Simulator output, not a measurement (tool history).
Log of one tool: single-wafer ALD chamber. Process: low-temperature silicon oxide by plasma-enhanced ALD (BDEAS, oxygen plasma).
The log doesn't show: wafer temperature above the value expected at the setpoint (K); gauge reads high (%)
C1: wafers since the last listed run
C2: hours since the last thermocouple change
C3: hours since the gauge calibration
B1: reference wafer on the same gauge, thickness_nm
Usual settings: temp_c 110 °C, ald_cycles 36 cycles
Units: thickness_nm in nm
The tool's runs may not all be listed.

run 1 day=0 | temp_c=110 ald_cycles=36 | C1=0 C2=1714.8 C3=116.3 | B1=5.34 | thickness_nm=5.75
run 2 day=0.804 | temp_c=110 ald_cycles=36 | C1=97 C2=1734.1 C3=135.6 | B1=5.333 | thickness_nm=5.732
run 3 day=1.667 | temp_c=110 ald_cycles=36 | C1=104 C2=1754.8 C3=156.3 | B1=5.331 | thickness_nm=5.726
run 4 day=2.171 | temp_c=110 ald_cycles=36 | C1=61 C2=1766.9 C3=168.4 | B1=5.325 | thickness_nm=5.734
run 5 day=2.983 | temp_c=110 ald_cycles=36 | C1=98 C2=1786.4 C3=187.9 | B1=5.319 | thickness_nm=5.74
run 6 day=4.404 | temp_c=110 ald_cycles=37 | C1=172 C2=1820.5 C3=222 | B1=5.313 | thickness_nm=5.868
run 7 day=4.95 | temp_c=110 ald_cycles=37 | C1=66 C2=1833.6 C3=235.1 | B1=5.31 | thickness_nm=5.857
run 8 day=5.867 | temp_c=110 ald_cycles=37 | C1=111 C2=1855.6 C3=257.1 | B1=5.297 | thickness_nm=5.856
run 9 day=7.158 | temp_c=125 ald_cycles=38 | C1=156 C2=1886.6 C3=288.1 | B1=5.285 | thickness_nm=5.865
-- day=7.825 gauge calibrated
run 10 day=8.367 | temp_c=121 ald_cycles=36 | C1=146 C2=1915.6 C3=13 | B1=5.345 | thickness_nm=5.664
run 11 day=9.042 | temp_c=122 ald_cycles=39 | C1=81 C2=1931.8 C3=29.2 | B1=5.345 | thickness_nm=6.098
-- day=9.433 thermocouple changed; heater temperature recalibrated
run 12 day=9.925 | temp_c=110 ald_cycles=36 | C1=66 C2=11.8 C3=50.4 | B1=5.346 | thickness_nm=5.775
run 13 day=10.546 | temp_c=125 ald_cycles=30 | C1=75 C2=26.7 C3=65.3 | B1=5.343 | thickness_nm=4.663
run 14 day=11.488 | temp_c=110 ald_cycles=36 | C1=114 C2=49.3 C3=87.9 | B1=5.337 | thickness_nm=5.738
run 15 day=12.642 | temp_c=101 ald_cycles=36 | C1=140 C2=77 C3=115.6 | B1=5.337 | thickness_nm=5.829
run 16 day=13.154 | temp_c=118 ald_cycles=34 | C1=62 C2=89.3 C3=127.9 | B1=5.335 | thickness_nm=5.338

Hidden state at the last listed run before each entry between runs and at the first one after, where it differs:
Between runs 9 and 10: gauge calibrated (day 7.825)
  gauge reads high (%): -1.22 -> -0.0586
  measured less the result without the state, thickness_nm: -0.072 -> -0.003 nm
Between runs 11 and 12: thermocouple changed; heater temperature recalibrated (day 9.433)
  gauge reads high (%): -0.068 -> -0.0913
  measured less the result without the state, thickness_nm: -0.004 -> -0.006 nm
